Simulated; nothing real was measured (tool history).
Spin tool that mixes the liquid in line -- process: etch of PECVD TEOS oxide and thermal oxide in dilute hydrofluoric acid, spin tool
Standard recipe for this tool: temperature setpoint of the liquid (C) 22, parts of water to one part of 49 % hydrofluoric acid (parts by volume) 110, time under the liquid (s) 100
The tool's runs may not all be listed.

run,hour,temperature setpoint of the liquid (C),parts of water to one part of 49 % hydrofluoric acid (parts by volume),time under the liquid (s),wafers since the last listed run,hours since the thermometer was replaced,hours since the hydrofluoric acid flow meter was replaced,hours since the gauge calibration,"read-back film thickness of the PECVD TEOS oxide reference wafer, read on the same gauge (nm)","read-back film thickness of the thermal oxide reference wafer, read on the same gauge (nm)",thickness taken off the PECVD TEOS oxide on a monitor wafer (Å),thickness taken off the thermal oxide on a monitor wafer (Å)
1,0,22,110,100,0,966.1,691.5,1165.9,39.99,139.99,69.1,43.84
2,38.5,22,110,100,415,1004.6,730,1204.4,39.98,140.007,70.1,44.08
3,73.2,22,110,100,374,1039.3,764.7,1239.1,40.02,140.007,69.3,44.14
4,142.7,22,110,100,750,1108.8,834.2,1308.6,40.07,140.009,69.2,44.3
5,187.5,22,125,100,484,1153.6,879,1353.4,40.02,140.003,60.2,37.97
6,230.2,22,125,100,461,1196.3,921.7,1396.1,40,139.989,60,38.24
7,277.5,22,125,100,511,1243.6,969,1443.4,40,139.992,58,37.58
8,313.2,22,110,100,385,1279.3,1004.7,1479.1,39.99,139.992,69.6,43.75
9,338.2,22,110,100,270,1304.3,1029.7,1504.1,40,140.004,67.1,43.4
10,366.3,22,110,100,303,1332.4,1057.8,1532.2,40.03,140,68.5,44.09
11,399.1,22,110,70,354,1365.2,1090.6,1565,40.01,140.024,47.1,30.29
12,434.4,22,110,70,381,1400.5,1125.9,1600.3,40.07,139.982,47.7,29.93
13,500.1,22,110,100,709,1466.2,1191.6,1666,40,140.004,67,43.43
# hour 507: gauge calibrated
14,559.4,22,80,100,640,1525.5,1250.9,52.4,39.98,139.999,95.5,60.17
15,603.7,22,110,100,478,1569.8,1295.2,96.7,40.01,140.004,68.1,43.31
16,633.7,22,110,45,324,1599.8,1325.2,126.7,40,139.994,30.2,19.21
17,690.2,22,110,100,610,1656.3,1381.7,183.2,39.97,140.002,67.8,42.36
# hour 724.7: thermometer replaced
18,745.5,20.5,80,100,586,20.8,1437,238.5,40.01,139.994,90.4,56.9
19,793.9,22,110,100,522,69.2,1485.4,286.9,39.97,140,66.8,43.22
20,850.6,19.5,110,100,612,125.9,1542.1,343.6,40.02,139.994,60.5,38.17
21,886.5,18,110,100,387,161.8,1578,379.5,39.95,140.002,57.1,35.86
22,951,24,110,70,696,226.3,1642.5,444,40.02,139.999,50.6,31.89
23,1020.2,24.5,110,100,747,295.5,1711.7,513.2,40.05,140.005,75.2,46.54
# hour 1089.9: hydrofluoric acid flow meter replaced
24,1163.3,22,110,100,1535,438.6,73.4,656.3,40.03,140.002,71.2,45.53
25,1200.2,22,110,75,398,475.5,110.3,693.2,40,139.992,53.2,33.96
26,1386.9,22,140,100,2017,662.2,297,879.9,40.01,139.994,54.7,34.65
27,1435.6,22,140,125,526,710.9,345.7,928.6,39.97,139.984,66.6,42.18

Alternative continuations, all from the tool just after run 27; predict every row:
A,1436,22,165,100,4,711.3,346.1,929,?,?,?,?
B,1436,18.5,125,100,4,711.3,346.1,929,?,?,?,?
C,1436,18.5,110,130,4,711.3,346.1,929,?,?,?,?

run,"read-back film thickness of the PECVD TEOS oxide reference wafer, read on the same gauge (nm)","read-back film thickness of the thermal oxide reference wafer, read on the same gauge (nm)",thickness taken off the PECVD TEOS oxide on a monitor wafer (Å),thickness taken off the thermal oxide on a monitor wafer (Å)
A,39.97,139.997,44.2,27.97
B,39.97,139.997,52.9,33.52
C,39.97,139.997,79.4,50.31
Without the tool's hidden state the same runs would have given:
run,thickness taken off the PECVD TEOS oxide on a monitor wafer (Å),thickness taken off the thermal oxide on a monitor wafer (Å)
A,44.7,28.35
B,53.6,33.95
C,80.4,50.95
